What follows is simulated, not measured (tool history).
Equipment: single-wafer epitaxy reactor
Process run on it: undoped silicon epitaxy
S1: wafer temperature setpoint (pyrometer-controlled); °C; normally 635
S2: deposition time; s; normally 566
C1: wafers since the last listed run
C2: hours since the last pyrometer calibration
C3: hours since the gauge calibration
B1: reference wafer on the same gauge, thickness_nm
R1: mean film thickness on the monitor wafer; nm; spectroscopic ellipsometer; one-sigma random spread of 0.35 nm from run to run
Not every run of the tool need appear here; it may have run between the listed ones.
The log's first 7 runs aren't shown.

| run | hour | S1 | S2 | C1 | C2 | C3 | B1 | R1 |
|---|---|---|---|---|---|---|---|---|
| 8 | 72.4 | 630 | 624 | 36 | 1669.2 | 281.2 | 62.397 | 63.06 |
| 9 | 86.9 | 630 | 624 | 68 | 1683.7 | 295.7 | 62.36 | 63.068 |
| 10 | 94.4 | 635 | 499 | 35 | 1691.2 | 303.2 | 62.373 | 55.591 |
| 11 | 103.9 | 635 | 499 | 45 | 1700.7 | 312.7 | 62.298 | 56.005 |
| 12 | 121 | 635 | 499 | 81 | 1717.8 | 329.8 | 62.34 | 54.979 |
| 13 | 137.8 | 635 | 566 | 79 | 1734.6 | 346.6 | 62.546 | 62.871 |
| 14 | 151.6 | 635 | 566 | 65 | 1748.4 | 360.4 | 62.459 | 63.192 |
|  | 166.6 | gauge calibrated |
| 15 | 199 | 635 | 566 | 224 | 1795.8 | 32.4 | 62.453 | 63.518 |
| 16 | 215.4 | 635 | 566 | 77 | 1812.2 | 48.8 | 62.435 | 63.093 |
| 17 | 228.7 | 635 | 566 | 63 | 1825.5 | 62.1 | 62.333 | 63.529 |
| 18 | 245.4 | 646 | 651 | 79 | 1842.2 | 78.8 | 62.356 | 90.752 |
| 19 | 260.4 | 646 | 651 | 71 | 1857.2 | 93.8 | 62.479 | 90.194 |
| 20 | 268.3 | 622 | 490 | 37 | 1865.1 | 101.7 | 62.43 | 42.046 |
| 21 | 279.9 | 635 | 499 | 54 | 1876.7 | 113.3 | 62.293 | 56.265 |
| 22 | 288.8 | 649 | 641 | 42 | 1885.6 | 122.2 | 62.479 | 93.831 |
| 23 | 297.9 | 635 | 594 | 43 | 1894.7 | 131.3 | 62.471 | 65.751 |

Run 24 comes next. What will it give?
| 24 | 309.1 | 648 | 636 | 53 | 1905.9 | 142.5 | ? | ? |

B1: 62.339
R1: 91.946 nm
On a tool with no hidden condition, and with the same random variation, this run would have come out at R1 91.946 nm.

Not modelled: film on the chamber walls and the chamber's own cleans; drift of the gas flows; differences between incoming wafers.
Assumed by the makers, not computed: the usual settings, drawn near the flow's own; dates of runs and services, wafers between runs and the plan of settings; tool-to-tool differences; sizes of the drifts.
